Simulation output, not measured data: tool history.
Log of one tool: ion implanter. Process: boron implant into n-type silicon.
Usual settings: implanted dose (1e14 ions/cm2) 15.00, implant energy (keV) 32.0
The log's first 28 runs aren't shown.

run     day  implanted dose (1e14 ions/cm2)  implant energy (keV)  wafers since the last listed run  hours since the last dose calibration  hours since the extraction supply was calibrated  hours since the gauge calibration  read-back reference wafer on the same gauge, sheet resistance  sheet resistance of the implanted and annealed layer (ohm/square)
 29  16.388                           13.61                  32.0                               157                                  229.4                                               9.1                              199.4                                                         103.44                                                              93.46
 30  17.042                           15.00                  23.5                               297                                  245.1                                              24.8                              215.1                                                         103.64                                                              89.18
 31  19.133                           15.00                  38.5                               950                                  295.3                                              75.0                              265.3                                                         103.58                                                              85.18
 32  19.812                           12.09                  38.5                               308                                  311.6                                              91.3                              281.6                                                         103.60                                                             102.23
 33  20.158                           16.69                  27.5                               157                                  319.9                                              99.6                              289.9                                                         103.52                                                              80.73
 34  20.575                           10.67                  42.5                               189                                  329.9                                             109.6                              299.9                                                         103.50                                                             111.91
 35  21.067                           18.36                  37.5                               223                                  341.7                                             121.4                              311.7                                                         103.56                                                              72.44
 36  21.446                           19.46                  40.5                               172                                  350.8                                             130.5                              320.8                                                         103.54                                                              68.46
 37  22.167                           15.00                  32.0                               327                                  368.1                                             147.8                              338.1                                                         103.68                                                              86.56
 38  22.504                           15.00                  32.0                               153                                  376.2                                             155.9                              346.2                                                         103.57                                                              86.72

Forecast each of these 3 alternatives for the next run:
  A  22.521                           11.68                  32.0                                 7                                  376.6                                             156.3                              346.6                                                              ?                                                                  ?
  B  22.521                           12.45                  42.5                                 7                                  376.6                                             156.3                              346.6                                                              ?                                                                  ?
  C  22.521                           13.68                  40.5                                 7                                  376.6                                             156.3                              346.6                                                              ?                                                                  ?

run  read-back reference wafer on the same gauge, sheet resistance  sheet resistance of the implanted and annealed layer (ohm/square)
  A                                                         103.58                                                             105.96
  B                                                         103.58                                                              98.79
  C                                                         103.58                                                              91.50
Without the tool's hidden state the same runs would have given:
run  sheet resistance of the implanted and annealed layer (ohm/square)
  A                                                             106.57
  B                                                              99.36
  C                                                              92.03
